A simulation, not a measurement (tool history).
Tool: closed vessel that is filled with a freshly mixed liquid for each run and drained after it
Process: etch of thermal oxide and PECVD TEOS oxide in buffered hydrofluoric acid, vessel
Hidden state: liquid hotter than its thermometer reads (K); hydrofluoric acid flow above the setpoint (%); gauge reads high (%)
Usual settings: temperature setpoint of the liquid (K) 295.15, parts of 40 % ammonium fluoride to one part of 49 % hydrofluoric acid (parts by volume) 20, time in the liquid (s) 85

run,hour,temperature setpoint of the liquid (K),parts of 40 % ammonium fluoride to one part of 49 % hydrofluoric acid (parts by volume),time in the liquid (s),wafers since the last listed run,hours since the thermometer was replaced,hours since the hydrofluoric acid flow meter was replaced,hours since the gauge calibration,"read-back film thickness of the thermal oxide reference wafer, read on the same gauge (nm)","read-back film thickness of the PECVD TEOS oxide reference wafer, read on the same gauge (nm)",thickness taken off the thermal oxide on a monitor wafer (Å),thickness taken off the PECVD TEOS oxide on a monitor wafer (Å)
1,0,298.15,20,115,0,1366,1375.6,163.4,30.01,149.99,780.6,946.1
2,13.7,298.15,20,115,1439,1379.7,1389.3,177.1,30.02,149.97,783.3,953
3,35.3,292.65,20,85,2268,1401.3,1410.9,198.7,30.02,150.02,426.7,518
4,65.5,293.65,20,85,3172,1431.5,1441.1,228.9,29.96,150.01,450.5,550.9
5,101.5,293.65,20,85,3781,1467.5,1477.1,264.9,29.97,150.02,453.2,543.2
6,136.1,296.65,17,85,3634,1502.1,1511.7,299.5,29.98,150.02,626.8,771.7
7,160.7,296.65,17,85,2584,1526.7,1536.3,324.1,29.99,149.99,630.9,773.5
8,186.4,296.65,17,85,2699,1552.4,1562,349.8,30.02,150.04,626.7,773.7
9,207.2,295.15,20,85,2184,1573.2,1582.8,370.6,30,150,496.7,599.3
# hour 211.2: thermometer replaced
10,231.3,295.15,20,85,2426,20.1,1606.9,394.7,29.95,150,495.5,604.8
11,257.2,295.15,25.5,100,2720,46,1632.8,420.6,30.03,150.02,474.5,583
12,289.2,295.15,20,125,3361,78,1664.8,452.6,30.04,150.02,735.4,890.2
13,313,295.15,20,85,2500,101.8,1688.6,476.4,30.02,150.02,492.3,608.1
# hour 317.2: gauge calibrated
14,340.1,298.15,12.5,85,2846,128.9,1715.7,22.9,29.99,150,935.1,1117.4
# hour 349.6: hydrofluoric acid flow meter replaced
15,369.7,292.15,18,135,3004,158.5,20.1,52.5,29.99,149.97,675.2,823.6
16,391.4,291.65,17,65,2279,180.2,41.8,74.2,30.02,150.01,340.4,412.8
17,412.5,295.15,13.5,100,2216,201.3,62.9,95.3,30.01,150,798.7,972.9
18,439.1,295.15,24.5,40,2794,227.9,89.5,121.9,30.02,149.99,186.1,224.3
19,469.4,295.15,20,85,3182,258.2,119.8,152.2,29.97,150.03,458.5,561.9
20,483.9,300.15,20,125,1523,272.7,134.3,166.7,29.98,149.97,896.6,1089
21,519.5,292.15,17,50,3739,308.3,169.9,202.3,30.03,150.03,271.9,329.4
22,550.9,290.65,24,110,3298,339.7,201.3,233.7,29.98,149.99,407.6,490.4

The same runs without the tool's hidden state, with the same run-to-run variation:
run,thickness taken off the thermal oxide on a monitor wafer (Å),thickness taken off the PECVD TEOS oxide on a monitor wafer (Å)
1,714.1,865.4
2,715.8,871
3,389.3,472.7
4,410.4,501.8
5,411.9,493.7
6,568.6,700.1
7,571.5,700.7
8,566.8,699.8
9,448.5,541.2
10,446.8,545.4
11,440.9,541.7
12,660.8,799.9
13,441.7,545.6
14,838.6,1002.1
15,659.4,804.4
16,332,402.7
17,778,947.7
18,182.5,219.9
19,444.9,545.2
20,869.2,1055.8
21,263,318.6
22,397.5,478.4

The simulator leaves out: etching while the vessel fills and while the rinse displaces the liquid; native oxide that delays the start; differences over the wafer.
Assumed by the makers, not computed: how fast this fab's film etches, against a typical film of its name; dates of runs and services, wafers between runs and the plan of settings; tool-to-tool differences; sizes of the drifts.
